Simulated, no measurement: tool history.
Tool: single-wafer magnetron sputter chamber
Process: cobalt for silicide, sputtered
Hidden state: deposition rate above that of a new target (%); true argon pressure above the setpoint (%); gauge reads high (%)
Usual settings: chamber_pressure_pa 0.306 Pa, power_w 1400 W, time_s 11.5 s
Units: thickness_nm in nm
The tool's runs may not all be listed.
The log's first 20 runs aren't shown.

run,hour,chamber_pressure_pa,power_w,time_s,wafers since the last listed run,wafers on the sputter target,hours since the last manometer calibration,hours since the magnet pack was replaced,hours since the gauge calibration,"read-back reference wafer on the same gauge, thickness_nm",thickness_nm
21,571.8,0.385,1400,11.5,610,625,189.2,536.2,149.6,9.010,8.204
22,605.1,0.306,1400,9.9,1037,1662,222.5,569.5,182.9,9.015,7.276
23,624.4,0.188,1600,10.7,601,2264,241.8,588.8,202.2,9.019,9.116
24,638.2,0.277,1400,11.5,429,2693,255.6,602.6,216.0,9.033,8.538
25,660.4,0.388,1400,11.5,691,3385,277.8,624.8,238.2,9.043,8.271
26,711.6,0.241,1500,12.9,1594,4979,329.0,676.0,289.4,9.040,10.334
27,734.3,0.306,1400,11.5,706,5686,351.7,698.7,312.1,9.058,8.537
28,760.6,0.306,1400,11.5,819,6506,378.0,725.0,338.4,9.072,8.522
29,787.7,0.306,1650,11.5,844,7350,405.1,752.1,365.5,9.078,9.620
30,812.9,0.340,1400,10.4,784,8134,430.3,777.3,390.7,9.090,7.693
# hour 821.0: sputter target and shields replaced
31,833.9,0.263,1600,11.5,404,400,451.3,798.3,411.7,9.084,9.628
32,864.9,0.273,1050,13.7,965,1366,482.3,829.3,442.7,9.103,8.273
33,878.8,0.220,1700,12.9,432,1799,496.2,843.2,456.6,9.089,11.581
34,898.0,0.306,1400,11.5,597,2397,515.4,862.4,475.8,9.102,8.562
35,918.3,0.376,1400,13.3,632,3029,535.7,882.7,496.1,9.109,9.721
36,933.8,0.413,1300,11.5,482,3512,551.2,898.2,511.6,9.125,7.862

Forecast each of these 3 alternatives for the next run:
A,934.2,0.306,1400,11.5,12,3524,551.6,898.6,512.0,?,?
B,934.2,0.218,1550,9.2,12,3524,551.6,898.6,512.0,?,?
C,934.2,0.306,1150,11.5,12,3524,551.6,898.6,512.0,?,?

run,"read-back reference wafer on the same gauge, thickness_nm",thickness_nm
A,9.123,8.528
B,9.123,7.603
C,9.123,7.357
Without the tool's hidden state the same runs would have given:
run,thickness_nm
A,8.380
B,7.471
C,7.229
